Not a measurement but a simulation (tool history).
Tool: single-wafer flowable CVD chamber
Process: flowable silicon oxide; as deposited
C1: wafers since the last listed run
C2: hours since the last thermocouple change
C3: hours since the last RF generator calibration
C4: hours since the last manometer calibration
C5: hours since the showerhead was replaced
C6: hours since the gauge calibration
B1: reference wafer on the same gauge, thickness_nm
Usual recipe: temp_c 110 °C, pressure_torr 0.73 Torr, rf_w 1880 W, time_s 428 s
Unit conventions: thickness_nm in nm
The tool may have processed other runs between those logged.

Run 1, hour 0: usual settings; C1 0; C2 2187.5; C3 1461.1; C4 1840.4; C5 6247.6; C6 65.8; B1 180.009. Result: thickness_nm 154.041 nm.
Run 2, hour 14.1: usual settings but time_s 360 s; C1 44; C2 2201.6; C3 1475.2; C4 1854.5; C5 6261.7; C6 79.9; B1 180.138. Result: thickness_nm 130.349 nm.
Run 3, hour 21.6: usual settings; C1 23; C2 2209.1; C3 1482.7; C4 1862; C5 6269.2; C6 87.4; B1 180.034. Result: thickness_nm 154.604 nm.
Run 4, hour 40.2: usual settings; C1 58; C2 2227.7; C3 1501.3; C4 1880.6; C5 6287.8; C6 106; B1 180.152. Result: thickness_nm 153.853 nm.
Run 5, hour 57.5: usual settings; C1 54; C2 2245; C3 1518.6; C4 1897.9; C5 6305.1; C6 123.3; B1 179.77. Result: thickness_nm 155.317 nm.
Run 6, hour 64.3: usual settings; C1 21; C2 2251.8; C3 1525.4; C4 1904.7; C5 6311.9; C6 130.1; B1 179.933. Result: thickness_nm 154.391 nm.
Run 7, hour 73.9: usual settings; C1 29; C2 2261.4; C3 1535; C4 1914.3; C5 6321.5; C6 139.7; B1 180.053. Result: thickness_nm 152.164 nm.
Run 8, hour 80.7: usual settings; C1 21; C2 2268.2; C3 1541.8; C4 1921.1; C5 6328.3; C6 146.5; B1 180.119. Result: thickness_nm 153.681 nm.
Run 9, hour 90.3: usual settings; C1 29; C2 2277.8; C3 1551.4; C4 1930.7; C5 6337.9; C6 156.1; B1 179.999. Result: thickness_nm 153.469 nm.
Run 10, hour 106.5: usual settings; C1 50; C2 2294; C3 1567.6; C4 1946.9; C5 6354.1; C6 172.3; B1 180.028. Result: thickness_nm 154.97 nm.
Run 11, hour 112.9: usual settings; C1 19; C2 2300.4; C3 1574; C4 1953.3; C5 6360.5; C6 178.7; B1 179.946. Result: thickness_nm 154.893 nm.
Run 12, hour 128.3: usual settings; C1 48; C2 2315.8; C3 1589.4; C4 1968.7; C5 6375.9; C6 194.1; B1 179.96. Result: thickness_nm 152.701 nm.
Run 13, hour 145.8: usual settings but pressure_torr 0.877 Torr, time_s 379 s; C1 54; C2 2333.3; C3 1606.9; C4 1986.2; C5 6393.4; C6 211.6; B1 179.825. Result: thickness_nm 164.194 nm.
Run 14, hour 161.1: usual settings but temp_c 106 °C; C1 47; C2 2348.6; C3 1622.2; C4 2001.5; C5 6408.7; C6 226.9; B1 180.102. Result: thickness_nm 177.903 nm.
At hour 175: showerhead replaced.
Run 15, hour 175.5: usual settings; C1 19; C2 2363; C3 1636.6; C4 2015.9; C5 0.5; C6 241.3; B1 179.902. Result: thickness_nm 153.812 nm.
Run 16, hour 186.2: usual settings but rf_w 2155 W, time_s 363 s; C1 33; C2 2373.7; C3 1647.3; C4 2026.6; C5 11.2; C6 252; B1 180.041. Result: thickness_nm 132.215 nm.
Run 17, hour 192.4: usual settings but temp_c 103 °C, pressure_torr 0.586 Torr, time_s 369 s; C1 19; C2 2379.9; C3 1653.5; C4 2032.8; C5 17.4; C6 258.2; B1 180.359. Result: thickness_nm 135.658 nm.
Run 18, hour 205.5: usual settings but temp_c 96 °C; C1 40; C2 2393; C3 1666.6; C4 2045.9; C5 30.5; C6 271.3; B1 179.945. Result: thickness_nm 249.83 nm.
Run 19, hour 213.2: usual settings but temp_c 106 °C, pressure_torr 0.853 Torr, rf_w 2045 W, time_s 380 s; C1 24; C2 2400.7; C3 1674.3; C4 2053.6; C5 38.2; C6 279; B1 180. Result: thickness_nm 185.947 nm.
Run 20, hour 222: usual settings but time_s 406 s; C1 27; C2 2409.5; C3 1683.1; C4 2062.4; C5 47; C6 287.8; B1 180.019. Result: thickness_nm 143.919 nm.
Run 21, hour 236: usual settings but rf_w 2095 W, time_s 452 s; C1 43; C2 2423.5; C3 1697.1; C4 2076.4; C5 61; C6 301.8; B1 180.013. Result: thickness_nm 163.977 nm.
At hour 250.9: gauge calibrated.
Run 22, hour 253.6: usual settings but temp_c 103 °C; C1 54; C2 2441.1; C3 1714.7; C4 2094; C5 78.6; C6 2.7; B1 179.934. Result: thickness_nm 194.307 nm.
At hour 273.5: thermocouple changed; heater temperature recalibrated.
Run 23, hour 303.1: usual settings; C1 129; C2 29.6; C3 1764.2; C4 2143.5; C5 128.1; C6 52.2; B1 180.358. Result: thickness_nm 151.287 nm.
At hour 337.8: RF generator calibrated.
At hour 346: capacitance manometer re-zeroed and calibrated.
Run 24, hour 346.5: usual settings but pressure_torr 0.55 Torr, time_s 485 s; C1 85; C2 73; C3 8.7; C4 0.5; C5 171.5; C6 95.6; B1 179.695. Result: thickness_nm 143.598 nm.
Run 25, hour 346.9: usual settings; C1 1; C2 73.4; C3 9.1; C4 0.9; C5 171.9; C6 96; B1 180.02. Result: thickness_nm 165.252 nm.
Run 26, hour 396.3: usual settings but temp_c 118 °C, rf_w 1725 W, time_s 348 s; C1 154; C2 122.8; C3 58.5; C4 50.3; C5 221.3; C6 145.4; B1 180.094. Result: thickness_nm 101.1 nm.
Run 27, hour 441.1: usual settings but temp_c 104 °C, pressure_torr 0.87 Torr, rf_w 2055 W, time_s 458 s; C1 139; C2 167.6; C3 103.3; C4 95.1; C5 266.1; C6 190.2; B1 180.38. Result: thickness_nm 265.254 nm.
Run 28, hour 449: usual settings but temp_c 117 °C, pressure_torr 0.651 Torr, rf_w 2050 W, time_s 486 s; C1 24; C2 175.5; C3 111.2; C4 103; C5 274; C6 198.1; B1 180.002. Result: thickness_nm 134.541 nm.

Forecast each of these 4 alternatives for the next run:
Run A, hour 449.5: usual settings but time_s 380 s; C1 1; C2 176; C3 111.7; C4 103.5; C5 274.5; C6 198.6; B1 ?. Result: thickness_nm ?.
Run B, hour 449.5: usual settings but temp_c 120 °C, time_s 386 s; C1 1; C2 176; C3 111.7; C4 103.5; C5 274.5; C6 198.6; B1 ?. Result: thickness_nm ?.
Run C, hour 449.5: usual settings but rf_w 1760 W; C1 1; C2 176; C3 111.7; C4 103.5; C5 274.5; C6 198.6; B1 ?. Result: thickness_nm ?.
Run D, hour 449.5: usual settings but pressure_torr 0.627 Torr, rf_w 1990 W; C1 1; C2 176; C3 111.7; C4 103.5; C5 274.5; C6 198.6; B1 ?. Result: thickness_nm ?.

run       B1  thickness_nm
  A  180.021        146.77
  B  180.021       107.454
  C  180.021       162.698
  D  180.021       143.873
Stripped of hidden state, with their random variation kept, the same runs would have yielded:
run  thickness_nm
  A       144.796
  B       106.009
  C        160.51
  D       141.873
